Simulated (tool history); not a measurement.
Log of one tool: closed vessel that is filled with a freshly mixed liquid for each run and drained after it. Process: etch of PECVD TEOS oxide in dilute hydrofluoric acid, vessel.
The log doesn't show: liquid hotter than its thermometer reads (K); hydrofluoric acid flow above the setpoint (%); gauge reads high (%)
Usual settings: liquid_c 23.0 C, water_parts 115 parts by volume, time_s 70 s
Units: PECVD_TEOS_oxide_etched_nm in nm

run   hour  liquid_c  water_parts  time_s  wafers since the last listed run  hours since the thermometer was replaced  hours since the hydrofluoric acid flow meter was replaced  hours since the gauge calibration  read-back film thickness of the PECVD TEOS oxide reference wafer, read on the same gauge (nm)  PECVD_TEOS_oxide_etched_nm
  1    0.0      23.0          115      70                                 0                                     979.6                                                      454.4                              231.6                                                                                          70.00                        8.42
  2   58.0      23.0          115      70                              7664                                    1037.6                                                      512.4                              289.6                                                                                          70.04                        8.45
  3   73.5      23.0           75      50                              2048                                    1053.1                                                      527.9                              305.1                                                                                          70.03                        9.66
  4   97.1      23.0           75      50                              3118                                    1076.7                                                      551.5                              328.7                                                                                          69.96                        9.86
  5  132.7      23.0           75      50                              4704                                    1112.3                                                      587.1                              364.3                                                                                          70.01                        9.69
  6  160.0      23.0          115      70                              3607                                    1139.6                                                      614.4                              391.6                                                                                          70.02                        8.35
  7  175.2      23.0          115      70                              2008                                    1154.8                                                      629.6                              406.8                                                                                          70.02                        8.45
  8  189.3      23.0           90      60                              1863                                    1168.9                                                      643.7                              420.9                                                                                          70.00                        9.53
  9  210.1      23.0           90      60                              2748                                    1189.7                                                      664.5                              441.7                                                                                          69.98                        9.50
 10  239.1      23.0          115      70                              3832                                    1218.7                                                      693.5                              470.7                                                                                          70.01                        8.53
 11  343.9      23.0          115      70                             13848                                    1323.5                                                      798.3                              575.5                                                                                          70.02                        8.41
 12  356.6      23.0          130      70                              1678                                    1336.2                                                      811.0                              588.2                                                                                          70.01                        7.36
 13  368.8      23.0          130      70                              1612                                    1348.4                                                      823.2                              600.4                                                                                          70.03                        7.35
 14  389.3      23.0          115      70                              2708                                    1368.9                                                      843.7                              620.9                                                                                          69.99                        8.45
 15  412.1      23.0          115      70                              3012                                    1391.7                                                      866.5                              643.7                                                                                          70.01                        8.43
 16  429.1      24.5          115      70                              2246                                    1408.7                                                      883.5                              660.7                                                                                          69.99                        9.09
 17  508.9      24.5          100      90                             10544                                    1488.5                                                      963.3                              740.5                                                                                          70.00                       13.31

Run 18 comes next. What will it give?
 18  539.7      21.5          155      50                              4069                                    1519.3                                                      994.1                              771.3                                                                                              ?                           ?

{"run 18": {"read-back film thickness of the PECVD TEOS oxide reference wafer, read on the same gauge (nm)": 70.0, "PECVD_TEOS_oxide_etched_nm": 4.04}}
Without the tool's hidden state the same run would have given PECVD_TEOS_oxide_etched_nm 4.04 nm.
